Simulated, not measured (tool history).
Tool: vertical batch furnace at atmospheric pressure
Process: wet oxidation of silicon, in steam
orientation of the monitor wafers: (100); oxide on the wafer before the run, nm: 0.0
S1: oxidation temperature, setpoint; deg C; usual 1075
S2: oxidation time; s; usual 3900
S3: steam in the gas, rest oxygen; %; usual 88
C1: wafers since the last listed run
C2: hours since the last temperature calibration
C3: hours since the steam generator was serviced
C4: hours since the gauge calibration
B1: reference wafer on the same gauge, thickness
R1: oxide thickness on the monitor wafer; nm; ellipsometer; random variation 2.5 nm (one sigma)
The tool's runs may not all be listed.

Run 1, hour 0: usual settings; C1 0; C2 1795.6; C3 913.3; C4 1210.6; B1 570.17. Result: R1 603.71 nm.
Run 2, hour 65.6: usual settings; C1 632; C2 1861.2; C3 978.9; C4 1276.2; B1 569.93. Result: R1 597.23 nm.
Run 3, hour 143.1: usual settings; C1 747; C2 1938.7; C3 1056.4; C4 1353.7; B1 569.72. Result: R1 597.57 nm.
Run 4, hour 222.4: usual settings; C1 764; C2 2018; C3 1135.7; C4 1433; B1 570.09. Result: R1 605.15 nm.
Run 5, hour 323.3: usual settings but S1 1093 deg C, S3 82 %; C1 972; C2 2118.9; C3 1236.6; C4 1533.9; B1 570.27. Result: R1 618.71 nm.
Run 6, hour 583.7: usual settings but S1 1093 deg C, S3 82 %; C1 2511; C2 2379.3; C3 1497; C4 1794.3; B1 569.86. Result: R1 620.92 nm.
Run 7, hour 688.7: usual settings but S1 1093 deg C, S3 82 %; C1 1012; C2 2484.3; C3 1602; C4 1899.3; B1 569.86. Result: R1 626.43 nm.
Run 8, hour 769.1: usual settings; C1 775; C2 2564.7; C3 1682.4; C4 1979.7; B1 570.03. Result: R1 604.36 nm.
At hour 815.4: steam generator serviced.
Run 9, hour 831.5: usual settings; C1 370; C2 2627.1; C3 16.1; C4 2042.1; B1 569.85. Result: R1 601.97 nm.
At hour 887.5: gauge calibrated.
Run 10, hour 893.6: usual settings but S1 1093 deg C, S3 82 %; C1 598; C2 2689.2; C3 78.2; C4 6.1; B1 570.14. Result: R1 619.29 nm.
Run 11, hour 935.7: usual settings but S3 92 %; C1 405; C2 2731.3; C3 120.3; C4 48.2; B1 570.46. Result: R1 623.27 nm.
Run 12, hour 1034.3: usual settings; C1 950; C2 2829.9; C3 218.9; C4 146.8; B1 570.07. Result: R1 606.26 nm.
Run 13, hour 1084.9: usual settings but S3 92 %; C1 487; C2 2880.5; C3 269.5; C4 197.4; B1 570.05. Result: R1 622.17 nm.
Run 14, hour 1178.8: usual settings but S2 5370 s; C1 905; C2 2974.4; C3 363.4; C4 291.3; B1 569.89. Result: R1 727.06 nm.
Run 15, hour 1244.2: usual settings but S2 3210 s; C1 630; C2 3039.8; C3 428.8; C4 356.7; B1 570.24. Result: R1 543.06 nm.
At hour 1494.7: thermocouples replaced and temperature profile calibrated.
Run 16, hour 1495.2: usual settings but S1 1089 deg C, S3 95 %; C1 2188; C2 0.5; C3 679.8; C4 607.7; B1 569.75. Result: R1 656.56 nm.
Run 17, hour 1800.9: usual settings but S1 1066 deg C, S2 5490 s, S3 76 %; C1 2947; C2 306.2; C3 985.5; C4 913.4; B1 570.2. Result: R1 641.07 nm.
Run 18, hour 1873.5: usual settings but S1 1057 deg C, S2 3180 s, S3 81 %; C1 700; C2 378.8; C3 1058.1; C4 986; B1 569.88. Result: R1 459.82 nm.
Run 19, hour 1959.2: usual settings but S1 1090 deg C, S2 5640 s, S3 93 %; C1 826; C2 464.5; C3 1143.8; C4 1071.7; B1 570.47. Result: R1 800.88 nm.

The same runs without the tool's hidden state, with the same run-to-run variation:
The hidden state here: true tube temperature minus thermocouple reading, K; steam share off its setpoint, % of the setpoint; gauge reads high (%).
run      R1
  1  598.44
  2  591.71
  3  591.67
  4  598.77
  5  612.56
  6  613.42
  7  618.28
  8   594.8
  9  592.04
 10  610.05
 11  612.37
 12  594.86
 13  610.22
 14  713.06
 15  530.98
 16  656.44
 17  640.79
 18  459.52
 19  800.43
